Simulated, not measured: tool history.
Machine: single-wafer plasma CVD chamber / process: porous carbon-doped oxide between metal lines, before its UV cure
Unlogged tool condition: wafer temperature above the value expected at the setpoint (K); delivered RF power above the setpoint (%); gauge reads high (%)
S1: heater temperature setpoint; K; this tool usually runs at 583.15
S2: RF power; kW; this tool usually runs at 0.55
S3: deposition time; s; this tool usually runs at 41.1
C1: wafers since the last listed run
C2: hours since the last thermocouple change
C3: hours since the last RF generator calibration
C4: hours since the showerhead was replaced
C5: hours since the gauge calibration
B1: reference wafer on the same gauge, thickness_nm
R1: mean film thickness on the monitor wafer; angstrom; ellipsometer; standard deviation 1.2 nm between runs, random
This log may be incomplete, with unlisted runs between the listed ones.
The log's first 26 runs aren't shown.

run	day	S1	S2	S3	C1	C2	C3	C4	C5	B1	R1
27	34.617	583.15	0.605	37.4	485	66.2	166.3	199.8	609.6	262.79	2277.9
28	35.667	583.15	0.55	48.4	357	91.4	191.5	225	634.8	262.955	2711.61
29	36.967	583.15	0.505	41.1	442	122.6	222.7	256.2	666	263.196	2173.24
30	38.338	583.15	0.605	38.9	466	155.5	255.6	289.1	698.9	263.015	2364.83
31	38.883	583.15	0.495	43.4	185	168.6	268.7	302.2	712	263.301	2254.28
32	40.229	597.15	0.475	46.7	457	200.9	301	334.5	744.3	263.379	2213.56
33	40.996	573.15	0.505	38	260	219.3	319.4	352.9	762.7	263.044	2140.94
34	41.667	583.15	0.55	48.7	228	235.4	335.5	369	778.8	263.024	2738.35
35	43.162	590.15	0.655	34	508	271.3	371.4	404.9	814.7	262.982	2106.8

Forecast each of these 3 alternatives for the next run:
A	43.179	583.15	0.55	36.7	5	271.7	371.8	405.3	815.1	?	?
B	43.179	597.15	0.645	36.5	5	271.7	371.8	405.3	815.1	?	?
C	43.179	594.15	0.515	46.2	5	271.7	371.8	405.3	815.1	?	?

run	B1	R1
A	263.142	2065.14
B	263.142	2145.91
C	263.142	2329.9
Stripped of hidden state, with their random variation kept, the same runs would have yielded:
run	R1
A	2083.84
B	2164.79
C	2350.99
